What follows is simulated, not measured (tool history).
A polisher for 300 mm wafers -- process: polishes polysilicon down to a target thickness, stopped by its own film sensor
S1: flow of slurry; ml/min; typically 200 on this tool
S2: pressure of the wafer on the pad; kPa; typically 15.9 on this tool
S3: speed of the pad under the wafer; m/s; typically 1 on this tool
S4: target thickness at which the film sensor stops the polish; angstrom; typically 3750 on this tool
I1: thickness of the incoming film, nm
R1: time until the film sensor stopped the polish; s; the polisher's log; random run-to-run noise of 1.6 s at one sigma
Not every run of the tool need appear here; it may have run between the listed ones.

run   hour   S1    S2    S3    S4     I1     R1
  1      0  200  13.8     1  2860  921.2     99
  2   20.9  180  15.9     1  3750  929.8   80.7
      27.4  -- worn pad replaced by a new one
  3   40.1  200  15.9     1  3750  933.1   81.8
  4   62.7  200  15.9     1  3750  923.6   80.7
  5  126.4  200  15.9     1  3750  936.4   80.8
  6  154.1  200  15.9     1  3750  915.2   78.8
  7  168.3  200    20   1.2  3750    943     58
     215.1  -- slurry nozzle cleaned
  8  248.6  200    20   1.2  3750  931.2   56.3
  9  268.6  200  12.4     1  3750    937   98.8
     272.9  -- worn pad replaced by a new one
 10  285.8  200  12.4     1  3750  934.3   94.8
 11  303.2  200  13.8     1  3750  922.6   85.4
 12  317.6  215  15.9     1  3750  928.4   79.1
 13    334  200  15.9     1  3750  930.5   80.9
 14  405.4  200  17.2     1  3750  948.1   78.7
 15  417.9  200  15.9     1  3090  935.7   89.4
     427.6  -- slurry nozzle cleaned
 16  433.1  200  14.5     1  3750  924.9   85.4
 17  468.8  200  15.9     1  3750  924.5     78
 18  496.2  150  15.9     1  3750  919.3   76.5
     502.1  -- worn pad replaced by a new one
 19    518  225  21.4   0.7  3150    932   94.6
     524.4  -- head pressure recalibrated
 20  533.6  175  11.7  0.88  2790  933.3  140.2
 21  566.3  200  15.9     1  3750  939.1   84.9
 22  641.8  265  20.7   1.2  5210  941.5   42.4
     668.8  -- slurry nozzle cleaned
 23  669.3  200  15.9     1  3750  921.8   80.7
 24  692.4  200  13.8  0.72  2230  923.4  146.8
     698.7  -- worn pad replaced by a new one
 25  723.1  200  20.7     1  3750  930.9   65.8
 26    748  240  15.9     1  3750  910.9   78.7
 27  782.3  245  14.5   1.1  5110  937.7   60.6
 28    800  200  15.9  1.26  3750  937.5   69.4
 29  815.4  200  15.9     1  3750  945.2   82.7
 30  831.8  200  15.9     1  2470  935.6    101
 31  858.6  200  13.8     1  2860  936.2  105.1
 32  873.8  150  17.9     1  4750  932.2   62.9
 33  906.7  200  12.4  1.18  3750  922.7   83.7
 34  930.8  200  10.3     1  5490  913.9   71.4
     936.9  -- slurry nozzle cleaned
     944.5  -- worn pad replaced by a new one
 35  952.2  200  15.9  0.66  3750  944.3  113.5
 36  965.8  135  12.4     1  3750  919.4   95.1
 37  994.1  155  15.9     1  3750  934.7     80

Branching from run 37: 4 alternative next runs. What would each branch give?
  A  994.6  200  15.9     1  3750  929.3   ?
  B  994.6  265  15.9     1  2720  929.3   ?
  C  994.6  245  12.4  0.68  2010  929.3   ?
  D  994.6  200  15.9     1  4480  929.3   ?

run     R1
  A   79.8
  B   92.3
  C  166.8
  D   69.3
Take away the tool's hidden state, keep each run's random variation, and the runs would have read:
run     R1
  A   85.8
  B   99.2
  C  179.3
  D   74.5
